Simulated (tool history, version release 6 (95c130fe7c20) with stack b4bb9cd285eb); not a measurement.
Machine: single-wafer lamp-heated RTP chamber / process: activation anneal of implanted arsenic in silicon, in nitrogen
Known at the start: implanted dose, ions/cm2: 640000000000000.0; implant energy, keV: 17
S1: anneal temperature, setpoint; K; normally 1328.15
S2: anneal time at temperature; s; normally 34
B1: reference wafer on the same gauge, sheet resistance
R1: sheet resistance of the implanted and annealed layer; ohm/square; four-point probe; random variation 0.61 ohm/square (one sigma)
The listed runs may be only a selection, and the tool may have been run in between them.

run 1 hour=0.0 | S1=1316.15 S2=39 | B1=150.94 | R1=173.53
run 2 hour=14.9 | S1=1316.15 S2=39 | B1=150.86 | R1=173.08
-- hour=38.5 pyrometer window cleaned and pyrometer calibrated
run 3 hour=39.0 | S1=1328.15 S2=34 | B1=151.03 | R1=172.85
run 4 hour=61.3 | S1=1328.15 S2=21 | B1=151.13 | R1=179.44
run 5 hour=78.6 | S1=1328.15 S2=20 | B1=151.17 | R1=180.31
run 6 hour=111.1 | S1=1328.15 S2=20 | B1=151.03 | R1=179.18
run 7 hour=144.6 | S1=1328.15 S2=20 | B1=151.03 | R1=180.03
-- hour=159.5 reflector plate cleaned
run 8 hour=179.6 | S1=1328.15 S2=34 | B1=151.02 | R1=173.14
run 9 hour=212.0 | S1=1328.15 S2=34 | B1=151.05 | R1=171.80
run 10 hour=230.9 | S1=1328.15 S2=34 | B1=150.89 | R1=172.81
run 11 hour=256.2 | S1=1307.15 S2=41 | B1=150.97 | R1=175.30
-- hour=281.3 pyrometer window cleaned and pyrometer calibrated
run 12 hour=285.0 | S1=1328.15 S2=34 | B1=150.97 | R1=173.65
run 13 hour=309.4 | S1=1299.15 S2=42 | B1=150.81 | R1=178.22
run 14 hour=341.1 | S1=1352.15 S2=34 | B1=150.97 | R1=167.40
run 15 hour=375.0 | S1=1328.15 S2=34 | B1=150.96 | R1=172.95
-- hour=382.8 gauge calibrated
run 16 hour=410.4 | S1=1317.15 S2=25 | B1=150.86 | R1=178.62
run 17 hour=440.1 | S1=1350.15 S2=16 | B1=151.06 | R1=176.14
run 18 hour=462.4 | S1=1306.15 S2=17 | B1=151.02 | R1=184.82
run 19 hour=478.2 | S1=1354.15 S2=34 | B1=150.90 | R1=165.84
run 20 hour=490.8 | S1=1328.15 S2=26 | B1=151.06 | R1=174.64
-- hour=500.1 pyrometer window cleaned and pyrometer calibrated
run 21 hour=515.8 | S1=1349.15 S2=43 | B1=151.00 | R1=165.63

Below, each run's measurement less what the same run would have read without the hidden state. Both values contain the same run-to-run variation, but the gauge's scatter may not be the same in both:
The hidden state here: true wafer temperature minus pyrometer reading, K; wafer temperature error from the tarnished reflector plate, K; gauge reads high (%).
run=1 R1=-2.12
run=2 R1=-2.46
run=3 R1=-0.30
run=4 R1=-0.32
run=5 R1=-0.39
run=6 R1=-0.62
run=7 R1=-0.99
run=8 R1=-1.54
run=9 R1=-2.17
run=10 R1=-2.62
run=11 R1=-3.37
run=12 R1=-0.36
run=13 R1=-0.44
run=14 R1=-0.58
run=15 R1=-0.92
run=16 R1=-1.41
run=17 R1=-1.91
run=18 R1=-2.32
run=19 R1=-2.71
run=20 R1=-3.12
run=21 R1=-0.02

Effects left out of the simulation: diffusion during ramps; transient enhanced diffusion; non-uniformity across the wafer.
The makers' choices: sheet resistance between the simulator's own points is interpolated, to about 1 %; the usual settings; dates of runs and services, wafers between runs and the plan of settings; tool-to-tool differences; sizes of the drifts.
